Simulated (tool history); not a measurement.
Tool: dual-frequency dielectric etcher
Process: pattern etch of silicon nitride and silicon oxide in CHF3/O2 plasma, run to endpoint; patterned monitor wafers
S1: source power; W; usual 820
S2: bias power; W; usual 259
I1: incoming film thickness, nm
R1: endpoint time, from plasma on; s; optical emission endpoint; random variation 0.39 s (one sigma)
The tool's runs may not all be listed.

{"run": 1, "hour": 0.0, "S1": 820, "S2": 259, "I1": 184.3, "R1": 106.1}
{"run": 2, "hour": 17.8, "S1": 820, "S2": 259, "I1": 183.3, "R1": 106.5}
{"run": 3, "hour": 26.1, "S1": 820, "S2": 259, "I1": 186.3, "R1": 108.3}
{"run": 4, "hour": 41.5, "S1": 820, "S2": 259, "I1": 185.2, "R1": 107.9}
{"run": 5, "hour": 52.3, "S1": 820, "S2": 220, "I1": 186.1, "R1": 112.9}
{"run": 6, "hour": 59.2, "S1": 820, "S2": 220, "I1": 185.2, "R1": 112.9}
{"run": 7, "hour": 75.0, "S1": 820, "S2": 259, "I1": 185.5, "R1": 107.4}
{"hour": 82.1, "done": "source power generator calibrated"}
{"run": 8, "hour": 88.0, "S1": 820, "S2": 259, "I1": 184, "R1": 106.9}
{"hour": 97.9, "done": "bias power generator calibrated"}
{"run": 9, "hour": 98.4, "S1": 900, "S2": 318, "I1": 183.1, "R1": 96}
{"run": 10, "hour": 109.0, "S1": 820, "S2": 259, "I1": 186.8, "R1": 108.4}
{"run": 11, "hour": 118.8, "S1": 820, "S2": 208, "I1": 186.6, "R1": 116.2}
{"run": 12, "hour": 135.0, "S1": 760, "S2": 259, "I1": 184, "R1": 111.1}
{"hour": 160.6, "done": "wet clean of the chamber"}
{"hour": 161.5, "done": "upper electrode replaced"}
{"run": 13, "hour": 162.0, "S1": 820, "S2": 259, "I1": 185.5, "R1": 102.4}
{"run": 14, "hour": 171.3, "S1": 820, "S2": 237, "I1": 185.3, "R1": 104.6}
{"run": 15, "hour": 186.7, "S1": 770, "S2": 291, "I1": 186.4, "R1": 101.9}
{"run": 16, "hour": 198.0, "S1": 670, "S2": 197, "I1": 186.9, "R1": 122.9}
{"run": 17, "hour": 204.4, "S1": 670, "S2": 209, "I1": 186.2, "R1": 120.4}

3 ways to go on from here, each from the tool as it stands after run 17. What would each give?
{"run": "A", "hour": 204.9, "S1": 820, "S2": 259, "I1": 184.1, "R1": "?"}
{"run": "B", "hour": 204.9, "S1": 690, "S2": 216, "I1": 184.1, "R1": "?"}
{"run": "C", "hour": 204.9, "S1": 720, "S2": 307, "I1": 184.1, "R1": "?"}

run=A R1=101.7
run=B R1=116.1
run=C R1=102.4
Without the tool's hidden state the same runs would have given:
run=A R1=102.7
run=B R1=117.3
run=C R1=103.5
